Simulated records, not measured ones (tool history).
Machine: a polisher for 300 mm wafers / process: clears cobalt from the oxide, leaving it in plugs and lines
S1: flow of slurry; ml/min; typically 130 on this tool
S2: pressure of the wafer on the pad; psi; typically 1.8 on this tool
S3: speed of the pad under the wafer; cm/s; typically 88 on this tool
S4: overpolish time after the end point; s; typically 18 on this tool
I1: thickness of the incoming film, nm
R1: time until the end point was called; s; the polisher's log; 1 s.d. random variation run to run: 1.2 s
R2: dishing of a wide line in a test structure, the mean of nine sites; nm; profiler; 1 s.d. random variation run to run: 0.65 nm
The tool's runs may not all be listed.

run	hour	S1	S2	S3	S4	I1	R1	R2
1	0	130	1.8	88	18	360	96.8	28.9
2	46.1	130	1.8	88	18	356.2	96.2	28.1
# hour 48.3: head pressure recalibrated
3	138.5	130	1.8	88	18	362.2	98.4	28.2
# hour 187.3: slurry nozzle cleaned
4	233.8	165	1.8	88	18	360	94.4	29.1
# hour 301.6: worn pad replaced by a new one
5	336.2	165	1.8	88	18	359.6	92.2	28.1
6	372.4	165	1.8	88	18	362.6	94.2	28.8
7	427.9	130	1.8	98	18	359.5	86.2	28.6
8	511	130	1.8	98	18	363.4	89.7	29.2
9	609.9	130	1.8	98	18	358.8	87.1	28.9
# hour 627.4: slurry nozzle cleaned
10	650.1	95	1.8	88	18	354.8	102.9	27.9
# hour 700.5: head pressure recalibrated
# hour 704.1: worn pad replaced by a new one
11	722.2	145	1.4	88	18	364.2	125.2	25.9
12	796.5	145	1.4	88	18	353.2	120	25.4
13	864.5	145	1.4	88	18	359.5	122.5	24.9
14	903.2	150	1.8	88	18	358.8	97.1	27.7
15	955	130	1.8	88	18	358.6	93.9	29.6
16	1001.4	130	1.8	88	18	362.5	96.8	28.3
17	1073.8	130	1.5	66	18	356.6	154	23.1
# hour 1100.7: worn pad replaced by a new one
18	1159.1	130	1.8	88	23	364.2	97.4	30.1
# hour 1202.3: slurry nozzle cleaned
# hour 1442.3: head pressure recalibrated
19	1466	165	1.8	88	18	359	93.2	28.9
20	1559.7	145	1.4	88	18	365.6	125.1	25
21	1598.8	130	2.1	68	7	357.9	107.2	15.4
# hour 1603.2: worn pad replaced by a new one
# hour 1640: slurry nozzle cleaned
22	1647.2	130	2.2	88	13	358.3	80.8	27.6
23	1693.6	130	1.3	88	10	358.3	132.3	16.9
24	1769.9	110	1.8	88	18	363.7	101.2	27.7
25	1842.9	130	1.8	66	21	360.3	131.9	26.6
26	1943.5	130	1.8	114	18	367.4	75.3	30.7
27	2027	130	1.8	88	18	358.2	96.2	28.2
# hour 2042.4: worn pad replaced by a new one
28	2116.8	130	1.8	112	25	364	76.3	32.2
# hour 2160.1: head pressure recalibrated
29	2167.8	145	1.2	88	18	362.9	142.3	24.1
30	2215.1	160	1.8	88	18	360.5	94.5	28.2

What if the next run were any one of these 3? Each begins from the tool's condition after run 30:
A	2215.6	130	1.8	88	21	360.5	?	?
B	2215.6	130	2.1	112	24	360.5	?	?
C	2215.6	95	1.6	88	26	360.5	?	?

run	R1	R2
A	96.5	30.4
B	65	33.7
C	117.7	30.6
Without the tool's unlogged condition, the same runs would have read:
run	R1	R2
A	96.5	30.4
B	65	33.7
C	117.7	30.6
